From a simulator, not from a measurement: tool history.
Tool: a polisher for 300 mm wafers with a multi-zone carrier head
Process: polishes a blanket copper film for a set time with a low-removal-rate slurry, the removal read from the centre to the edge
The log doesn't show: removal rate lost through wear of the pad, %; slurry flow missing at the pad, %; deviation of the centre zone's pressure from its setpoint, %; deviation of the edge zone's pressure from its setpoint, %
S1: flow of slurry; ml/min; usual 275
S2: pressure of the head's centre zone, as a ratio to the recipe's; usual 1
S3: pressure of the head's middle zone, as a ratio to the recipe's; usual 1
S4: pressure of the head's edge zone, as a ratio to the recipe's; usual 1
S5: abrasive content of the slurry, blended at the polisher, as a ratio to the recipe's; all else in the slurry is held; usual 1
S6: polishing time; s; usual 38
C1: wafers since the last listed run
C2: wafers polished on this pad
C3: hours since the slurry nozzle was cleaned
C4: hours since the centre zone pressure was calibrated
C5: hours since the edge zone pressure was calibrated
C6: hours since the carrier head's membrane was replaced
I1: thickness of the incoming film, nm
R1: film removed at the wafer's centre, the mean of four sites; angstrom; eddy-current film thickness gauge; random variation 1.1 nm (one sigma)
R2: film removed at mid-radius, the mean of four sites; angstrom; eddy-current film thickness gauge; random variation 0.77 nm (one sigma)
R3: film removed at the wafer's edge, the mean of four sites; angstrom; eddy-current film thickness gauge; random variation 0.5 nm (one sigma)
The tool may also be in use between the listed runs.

run,day,S1,S2,S3,S4,S5,S6,C1,C2,C3,C4,C5,C6,I1,R1,R2,R3
1,0,275,1,1,1,1,32,0,1746,426.3,937.1,733,159.6,1106.3,654,626,645
2,0.617,275,1,1,0.92,1,38,210,1956,441.1,951.9,747.8,174.4,1110.2,757,720,733
3,1.208,275,1,1,1,0.85,38,201,2158,455.3,966.1,762,188.6,1112.4,719,684,718
# day 1.604: slurry nozzle cleaned
# day 4.925: worn pad replaced by a new one
4,5.7,275,1,1,1,1,38,1459,264,98.3,1073.9,869.8,296.4,1111.9,836,791,817
5,7,275,1,0.94,1.11,1,28,442,707,129.5,1105.1,901,327.6,1113.7,625,552,628
6,7.538,275,1,1,1,1,32,183,890,142.4,1118,913.9,340.5,1085.8,725,664,687
7,8.946,275,1,1,1,1,29,479,1370,176.2,1151.8,947.7,374.3,1089.4,631,602,610
# day 9.325: centre zone pressure recalibrated
8,10.1,275,1,1,1.08,1,31,364,1735,203.9,18.6,975.4,402,1086.6,648,642,677
9,11.304,275,1.11,1,1,1,30,410,2145,232.8,47.5,1004.3,430.9,1091.4,676,615,629
# day 11.929: edge zone pressure recalibrated
10,11.95,275,1,0.91,1,1,38,191,2336,248.3,63,0.5,446.4,1117.9,781,729,804
11,13.296,250,1,1,1,1,34,458,2795,280.6,95.3,32.8,478.7,1102.1,686,679,698
12,14.158,315,1,1,1,1,38,293,3089,301.3,116,53.5,499.4,1080.3,788,774,808
# day 14.45: worn pad replaced by a new one
13,15.258,210,1,1.11,1,1,26,317,274,327.7,142.4,79.9,525.8,1098.2,480,531,510
14,16.033,275,1,1,1,1,38,264,538,346.3,161,98.5,544.4,1087.8,759,750,786
15,17.179,185,1,1,1,1,38,390,929,373.8,188.5,126,571.9,1104.1,665,677,726
# day 17.617: slurry nozzle cleaned
16,18.217,275,1,1,1,1,38,339,1268,14.4,213.4,150.9,596.8,1117.6,843,830,831
17,19.238,275,0.91,1,1.08,1.15,49,347,1616,38.9,237.9,175.4,621.3,1086.4,1015,1094,1168
18,20.296,275,1,1,0.96,1.2,27,360,1976,64.3,263.3,200.8,646.7,1102.8,629,606,608
# day 23.412: worn pad replaced by a new one
19,24.083,275,1,1,1,1,38,1233,229,155.2,354.2,291.7,737.6,1094.6,834,810,820
20,25.233,300,1,1,1.04,1,25,391,620,182.8,381.8,319.3,765.2,1099.2,563,536,558
21,26.617,275,1,1,1,1,38,471,1092,216,415,352.5,798.4,1099.9,825,790,814
22,27.658,245,1,1,1.05,1.2,38,354,1447,241,440,377.5,823.4,1099.1,846,823,864

4 ways to go on from here, each from the tool as it stands after run 22. What would each give?
A,27.675,305,1,1,1,1,38,5,1452,241.4,440.4,377.9,823.8,1100,?,?,?
B,27.675,275,1,1,1,1.1,38,5,1452,241.4,440.4,377.9,823.8,1100,?,?,?
C,27.675,275,1,1.07,0.94,1,38,5,1452,241.4,440.4,377.9,823.8,1100,?,?,?
D,27.675,230,1,1.08,1.04,1,32,5,1452,241.4,440.4,377.9,823.8,1100,?,?,?

run,R1,R2,R3
A,834,809,825
B,846,823,843
C,820,844,792
D,666,694,684
Without the tool's hidden state the same runs would have given:
run,R1,R2,R3
A,840,839,848
B,857,857,869
C,830,879,816
D,682,729,709
